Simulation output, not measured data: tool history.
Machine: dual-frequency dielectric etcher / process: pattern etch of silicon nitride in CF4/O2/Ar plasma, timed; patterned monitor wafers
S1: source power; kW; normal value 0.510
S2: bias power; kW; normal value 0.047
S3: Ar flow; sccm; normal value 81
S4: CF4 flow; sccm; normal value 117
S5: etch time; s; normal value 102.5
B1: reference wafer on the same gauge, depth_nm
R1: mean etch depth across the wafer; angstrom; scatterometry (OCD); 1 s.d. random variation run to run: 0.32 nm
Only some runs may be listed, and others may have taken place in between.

run,hour,S1,S2,S3,S4,S5,B1,R1
1,0.0,0.510,0.047,81,117,102.5,186.9,2022
# hour 35.4: wet clean of the chamber
2,35.9,0.510,0.047,81,117,102.5,187.0,1997
3,36.2,0.510,0.047,81,117,102.5,187.0,1990
4,36.6,0.510,0.047,81,117,102.5,187.0,1987
5,37.4,0.590,0.047,81,117,102.5,187.0,2319
6,47.2,0.510,0.039,81,117,102.5,187.0,1880
# hour 64.0: bias power generator calibrated
# hour 67.3: CF4 flow controller replaced
7,67.8,0.450,0.050,81,117,102.5,187.1,1776
8,78.3,0.510,0.040,81,117,111.5,187.0,2065
9,92.3,0.510,0.047,81,117,129.0,187.1,2515
10,102.9,0.510,0.047,100,117,102.5,187.1,1960
11,120.8,0.510,0.047,81,117,102.5,187.1,1996
12,129.1,0.510,0.047,81,117,102.5,187.0,1998
# hour 135.3: gauge calibrated
13,138.7,0.510,0.039,81,132,102.5,187.0,1910
14,145.9,0.510,0.047,81,117,102.5,186.9,1999
# hour 172.4: upper electrode replaced
15,172.9,0.510,0.047,86,126,102.5,187.0,2010
16,173.2,0.460,0.043,81,141,102.5,187.0,1772
17,173.6,0.510,0.047,81,117,102.5,187.0,2006
18,219.3,0.510,0.047,81,93,102.5,186.9,1947
19,232.4,0.510,0.047,81,117,102.5,187.0,2004
20,245.7,0.510,0.043,81,117,89.5,187.1,1698
21,254.6,0.510,0.047,81,117,102.5,187.1,2006
22,263.5,0.510,0.047,81,126,89.5,187.1,1767

3 options for the next run, each taken on its own from the tool as it stands now. Forecast them:
A,263.9,0.510,0.047,81,117,102.5,?,?
B,263.9,0.510,0.047,81,92,102.5,?,?
C,263.9,0.510,0.054,95,117,102.5,?,?

run,B1,R1
A,186.9,2004
B,186.9,1945
C,186.9,2069
With no hidden state in the tool, these same runs would have given:
run,R1
A,2003
B,1943
C,2068
